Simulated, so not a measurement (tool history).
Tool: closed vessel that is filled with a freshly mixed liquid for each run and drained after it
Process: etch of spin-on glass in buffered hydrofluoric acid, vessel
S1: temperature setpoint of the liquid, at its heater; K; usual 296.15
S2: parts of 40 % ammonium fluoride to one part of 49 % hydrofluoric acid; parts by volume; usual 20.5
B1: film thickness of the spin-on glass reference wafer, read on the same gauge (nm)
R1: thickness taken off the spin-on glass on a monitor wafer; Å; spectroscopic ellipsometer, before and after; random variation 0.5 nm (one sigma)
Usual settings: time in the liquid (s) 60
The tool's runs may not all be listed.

run 1 day=0 | S1=296.15 S2=20.5 time_in_the_liquid_(s)=60 | B1=149.99 | R1=899.8
run 2 day=0.696 | S1=296.15 S2=20.5 time_in_the_liquid_(s)=60 | B1=150 | R1=896.3
run 3 day=1.408 | S1=296.15 S2=22.5 time_in_the_liquid_(s)=60 | B1=149.99 | R1=832
run 4 day=1.842 | S1=296.15 S2=22.5 time_in_the_liquid_(s)=60 | B1=150.03 | R1=832.1
run 5 day=2.588 | S1=296.15 S2=22.5 time_in_the_liquid_(s)=60 | B1=150 | R1=832.8
run 6 day=3.175 | S1=296.15 S2=23.5 time_in_the_liquid_(s)=60 | B1=150.03 | R1=802.6
run 7 day=3.429 | S1=296.15 S2=20.5 time_in_the_liquid_(s)=60 | B1=150.02 | R1=907.8
run 8 day=3.8 | S1=296.15 S2=20.5 time_in_the_liquid_(s)=60 | B1=150 | R1=918
run 9 day=4.3 | S1=296.15 S2=20.5 time_in_the_liquid_(s)=60 | B1=149.99 | R1=921.7
run 10 day=4.621 | S1=296.15 S2=17 time_in_the_liquid_(s)=60 | B1=150.02 | R1=1092.6
run 11 day=5.246 | S1=296.15 S2=17 time_in_the_liquid_(s)=60 | B1=150.01 | R1=1097.4
-- day=5.3 hydrofluoric acid flow meter replaced
run 12 day=5.979 | S1=296.15 S2=20.5 time_in_the_liquid_(s)=60 | B1=150.02 | R1=839.3
run 13 day=6.725 | S1=294.65 S2=20.5 time_in_the_liquid_(s)=45 | B1=150 | R1=585.1
run 14 day=7.217 | S1=294.65 S2=20.5 time_in_the_liquid_(s)=45 | B1=149.98 | R1=583.4
run 15 day=7.962 | S1=294.65 S2=20.5 time_in_the_liquid_(s)=45 | B1=150 | R1=580.6
run 16 day=8.846 | S1=299.15 S2=23.5 time_in_the_liquid_(s)=60 | B1=150.03 | R1=919.8
run 17 day=9.525 | S1=298.65 S2=24.5 time_in_the_liquid_(s)=60 | B1=150 | R1=852.2
run 18 day=10.038 | S1=296.15 S2=20.5 time_in_the_liquid_(s)=60 | B1=150.02 | R1=850.5
run 19 day=10.554 | S1=296.15 S2=26 time_in_the_liquid_(s)=90 | B1=150 | R1=1085.1
run 20 day=10.867 | S1=296.15 S2=20.5 time_in_the_liquid_(s)=60 | B1=149.99 | R1=862.1
run 21 day=11.438 | S1=297.65 S2=13.5 time_in_the_liquid_(s)=60 | B1=150.02 | R1=1394.5
run 22 day=13.112 | S1=296.15 S2=15 time_in_the_liquid_(s)=30 | B1=150.02 | R1=595.7
-- day=13.375 gauge calibrated
-- day=13.654 thermometer replaced
run 23 day=13.683 | S1=296.15 S2=28 time_in_the_liquid_(s)=60 | B1=150.02 | R1=615.1
run 24 day=14.1 | S1=292.65 S2=20.5 time_in_the_liquid_(s)=60 | B1=150.02 | R1=629.4

Forecast run 25:
run 25 day=14.754 | S1=296.15 S2=28 time_in_the_liquid_(s)=60 | B1=? | R1=?

{"run 25": {"B1": 150, "R1": 617.2}}
Without the tool's hidden state the same run would have given R1 592.7 Å.

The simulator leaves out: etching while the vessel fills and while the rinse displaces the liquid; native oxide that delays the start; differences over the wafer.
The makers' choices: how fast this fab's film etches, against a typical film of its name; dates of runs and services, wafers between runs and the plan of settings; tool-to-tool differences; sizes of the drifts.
